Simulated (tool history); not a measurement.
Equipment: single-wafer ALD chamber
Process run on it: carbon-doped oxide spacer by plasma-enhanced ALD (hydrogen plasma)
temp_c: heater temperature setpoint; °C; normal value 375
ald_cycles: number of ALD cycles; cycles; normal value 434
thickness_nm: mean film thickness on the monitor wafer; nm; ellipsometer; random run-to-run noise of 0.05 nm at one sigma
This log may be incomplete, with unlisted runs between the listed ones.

run,hour,temp_c,ald_cycles,wafers since the last listed run,hours since the last thermocouple change,hours since the gauge calibration,"read-back reference wafer on the same gauge, thickness_nm",thickness_nm
1,0.0,380,434,0,569.6,147.6,18.484,20.122
2,42.6,375,373,48,612.2,190.2,18.509,17.396
3,101.9,375,391,68,671.5,249.5,18.517,18.071
4,311.2,375,391,240,880.8,458.8,18.517,18.145
5,335.7,375,391,28,905.3,483.3,18.491,18.105
6,405.6,375,434,80,975.2,553.2,18.482,20.156
7,471.3,375,377,75,1040.9,618.9,18.509,17.470
8,512.1,375,434,46,1081.7,659.7,18.480,20.072
9,539.4,385,415,31,1109.0,687.0,18.475,19.220
10,593.9,375,480,62,1163.5,741.5,18.518,22.177
11,649.0,375,480,63,1218.6,796.6,18.491,22.259
# hour 688.2: gauge calibrated
12,704.4,375,434,63,1274.0,16.2,18.520,20.123
13,763.7,364,388,68,1333.3,75.5,18.517,17.961
14,794.3,375,434,35,1363.9,106.1,18.472,20.129
15,832.2,361,434,43,1401.8,144.0,18.487,20.227
# hour 865.3: thermocouple changed; heater temperature recalibrated
16,865.8,366,408,29,0.5,177.6,18.496,18.900
17,918.4,371,395,60,53.1,230.2,18.500,18.293
18,971.6,375,434,61,106.3,283.4,18.498,20.198
19,1034.1,386,395,71,168.8,345.9,18.515,18.268
20,1089.2,375,512,63,223.9,401.0,18.509,23.731
21,1133.4,375,508,50,268.1,445.2,18.507,23.495
22,1177.3,375,457,50,312.0,489.1,18.520,21.197
23,1225.2,375,434,55,359.9,537.0,18.484,20.241
24,1290.8,375,434,75,425.5,602.6,18.477,20.088
25,1324.2,389,434,38,458.9,636.0,18.483,20.103

How the hidden state differs across the entries between the runs, from the last listed run before each to the first after it:
In the gap between runs 11 and 12: gauge calibrated (hour 688.2)
  nothing in the hidden state changes from one run to the other
In the gap between runs 15 and 16: thermocouple changed; heater temperature recalibrated (hour 865.3)
  nothing in the hidden state changes from one run to the other
